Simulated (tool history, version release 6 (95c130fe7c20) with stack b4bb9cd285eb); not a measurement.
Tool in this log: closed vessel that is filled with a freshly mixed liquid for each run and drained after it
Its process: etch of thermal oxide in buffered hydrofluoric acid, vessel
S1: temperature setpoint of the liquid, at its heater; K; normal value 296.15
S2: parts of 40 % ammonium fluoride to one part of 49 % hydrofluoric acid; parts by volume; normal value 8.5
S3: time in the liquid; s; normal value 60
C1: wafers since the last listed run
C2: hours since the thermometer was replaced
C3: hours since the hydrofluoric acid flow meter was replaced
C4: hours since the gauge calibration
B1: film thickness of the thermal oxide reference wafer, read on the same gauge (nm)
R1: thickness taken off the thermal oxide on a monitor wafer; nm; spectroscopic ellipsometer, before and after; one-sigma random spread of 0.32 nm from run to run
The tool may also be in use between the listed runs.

run    hour      S1    S2  S3     C1      C2      C3      C4     B1      R1
  1     0.0  296.15   8.5  60      0  1874.7  1541.9  1602.5  90.00   74.52
      105.3  -- thermometer replaced
  2   257.2  296.15   8.5  60  32047   151.9  1799.1  1859.7  90.00   77.70
  3   348.8  296.15   8.5  60  11458   243.5  1890.7  1951.3  90.00   76.94
  4   387.9  296.15   8.5  60   4890   282.6  1929.8  1990.4  90.01   77.83
  5   483.9  296.15   8.5  60  12008   378.6  2025.8  2086.4  90.00   77.77
  6   587.5  296.15   8.5  60  12959   482.2  2129.4  2190.0  90.02   78.11
  7   659.3  296.15   8.5  60   8981   554.0  2201.2  2261.8  90.01   77.98
  8   705.2  296.15   8.5  60   5741   599.9  2247.1  2307.7  89.99   78.24
  9   810.2  294.15  11.0  40  13134   704.9  2352.1  2412.7  90.00   37.17
      894.0  -- hydrofluoric acid flow meter replaced
 10   907.1  292.65   7.5  85  11996   801.8    13.1  2509.6  89.98   99.07
 11   996.4  296.15  11.5  45  11170   891.1   102.4  2598.9  90.01   42.69
 12  1079.2  294.15  10.5  75  10357   973.9   185.2  2681.7  89.99   69.69
 13  1139.1  298.15   8.5  90   7492  1033.8   245.1  2741.6  90.03  123.38
 14  1223.9  296.15   8.5  60  10607  1118.6   329.9  2826.4  90.00   73.73
 15  1319.5  294.15  11.0  90  11958  1214.2   425.5  2922.0  90.00   79.03
 16  1372.8  300.15   8.5  60   6667  1267.5   478.8  2975.3  90.02   92.46
 17  1409.7  296.15   8.5  60   4615  1304.4   515.7  3012.2  90.00   73.69
     1440.8  -- gauge calibrated
 18  1483.0  296.15   6.0  60   9169  1377.7   589.0    42.2  90.01  103.87
 19  1586.2  296.15   8.5  60  12909  1480.9   692.2   145.4  89.99   73.92
 20  1637.5  299.65   7.0  80   6417  1532.2   743.5   196.7  89.99  146.66
 21  1686.8  299.65   7.0  80   6166  1581.5   792.8   246.0  89.99  148.24
     1710.7  -- thermometer replaced
 22  1764.9  296.15   8.5  60   9644    54.2   870.9   324.1  90.01   75.73
 23  1818.9  296.15   8.5  60   6754   108.2   924.9   378.1  90.01   75.75
 24  1909.7  296.15  11.0  40  11358   199.0  1015.7   468.9  90.00   40.43
 25  2122.7  296.15   7.0  90  26644   412.0  1228.7   681.9  90.00  139.25
 26  2213.3  296.15   8.5  60  11333   502.6  1319.3   772.5  90.00   75.69
 27  2304.9  294.15   8.5  60  11458   594.2  1410.9   864.1  90.01   68.24
 28  2348.8  298.65   9.5  45   5491   638.1  1454.8   908.0  90.00   58.54
 29  2387.1  294.15  10.5  35   4790   676.4  1493.1   946.3  89.99   33.14
 30  2450.3  296.15   8.5  60   7905   739.6  1556.3  1009.5  89.98   76.02
 31  2532.6  292.65  10.5  60  10294   821.9  1638.6  1091.8  90.01   51.93
 32  2604.4  300.65   7.5  60   8981   893.7  1710.4  1163.6  90.01  110.06
 33  2678.3  298.65   6.5  60   9244   967.6  1784.3  1237.5  90.04  113.61

Each row is a separate what-if for the run after 33, all from the same tool condition, not one after another. Results?
  A  2679.0  296.15   8.5  60  87  968.3  1785.0  1238.2   ?   ?
  B  2679.0  296.15  10.5  45  87  968.3  1785.0  1238.2   ?   ?
  C  2679.0  296.15   7.5  70  87  968.3  1785.0  1238.2   ?   ?
  D  2679.0  300.65   6.0  60  87  968.3  1785.0  1238.2   ?   ?

run     B1      R1
  A  90.02   75.47
  B  90.02   47.29
  C  90.02  100.81
  D  90.02  134.64
With no hidden state in the tool, these same runs would have given:
run      R1
  A   74.42
  B   46.82
  C   99.43
  D  133.78
